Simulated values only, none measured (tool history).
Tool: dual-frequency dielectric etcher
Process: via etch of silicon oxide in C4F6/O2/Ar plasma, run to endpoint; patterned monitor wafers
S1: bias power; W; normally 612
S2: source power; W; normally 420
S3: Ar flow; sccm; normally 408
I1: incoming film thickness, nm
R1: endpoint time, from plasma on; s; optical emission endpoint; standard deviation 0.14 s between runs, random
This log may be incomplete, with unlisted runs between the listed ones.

{"run": 1, "day": 0.0, "S1": 612, "S2": 420, "S3": 408, "I1": 117.7, "R1": 26.2}
{"run": 2, "day": 3.954, "S1": 612, "S2": 420, "S3": 408, "I1": 117.2, "R1": 26.1}
{"run": 3, "day": 6.912, "S1": 612, "S2": 350, "S3": 408, "I1": 119.1, "R1": 29.2}
{"run": 4, "day": 16.029, "S1": 612, "S2": 450, "S3": 337, "I1": 117.4, "R1": 25.6}
{"run": 5, "day": 18.083, "S1": 612, "S2": 420, "S3": 360, "I1": 118.3, "R1": 26.9}
{"day": 20.904, "done": "upper electrode replaced"}
{"run": 6, "day": 20.925, "S1": 612, "S2": 420, "S3": 360, "I1": 118.2, "R1": 27.1}
{"day": 22.046, "done": "wet clean of the chamber"}
{"run": 7, "day": 23.371, "S1": 612, "S2": 420, "S3": 360, "I1": 118.4, "R1": 25.7}
{"day": 25.225, "done": "source power generator calibrated"}
{"run": 8, "day": 25.583, "S1": 612, "S2": 420, "S3": 495, "I1": 118.3, "R1": 26.9}
{"run": 9, "day": 29.35, "S1": 725, "S2": 380, "S3": 468, "I1": 118.3, "R1": 26.7}
{"day": 30.538, "done": "bias power generator calibrated"}
{"run": 10, "day": 32.25, "S1": 725, "S2": 420, "S3": 356, "I1": 118.3, "R1": 24.6}
{"day": 34.271, "done": "Ar flow controller replaced"}
{"run": 11, "day": 35.138, "S1": 612, "S2": 420, "S3": 446, "I1": 118.4, "R1": 27.1}
{"run": 12, "day": 38.146, "S1": 612, "S2": 420, "S3": 408, "I1": 118.4, "R1": 27.1}
{"run": 13, "day": 40.896, "S1": 674, "S2": 350, "S3": 314, "I1": 119.1, "R1": 27.5}
{"day": 43.979, "done": "wet clean of the chamber"}
{"run": 14, "day": 44.0, "S1": 612, "S2": 490, "S3": 461, "I1": 117.8, "R1": 25.1}

4 ways to go on from here, each from the tool as it stands after run 14. What would each give?
{"run": "A", "day": 44.017, "S1": 612, "S2": 390, "S3": 408, "I1": 119.2, "R1": "?"}
{"run": "B", "day": 44.017, "S1": 748, "S2": 320, "S3": 369, "I1": 119.2, "R1": "?"}
{"run": "C", "day": 44.017, "S1": 513, "S2": 420, "S3": 408, "I1": 119.2, "R1": "?"}
{"run": "D", "day": 44.017, "S1": 688, "S2": 450, "S3": 489, "I1": 119.2, "R1": "?"}

run=A R1=27.4
run=B R1=27.4
run=C R1=28.1
run=D R1=25.3
What these runs would have given with no unlogged condition in the tool:
run=A R1=27.3
run=B R1=27.4
run=C R1=28.1
run=D R1=25.3
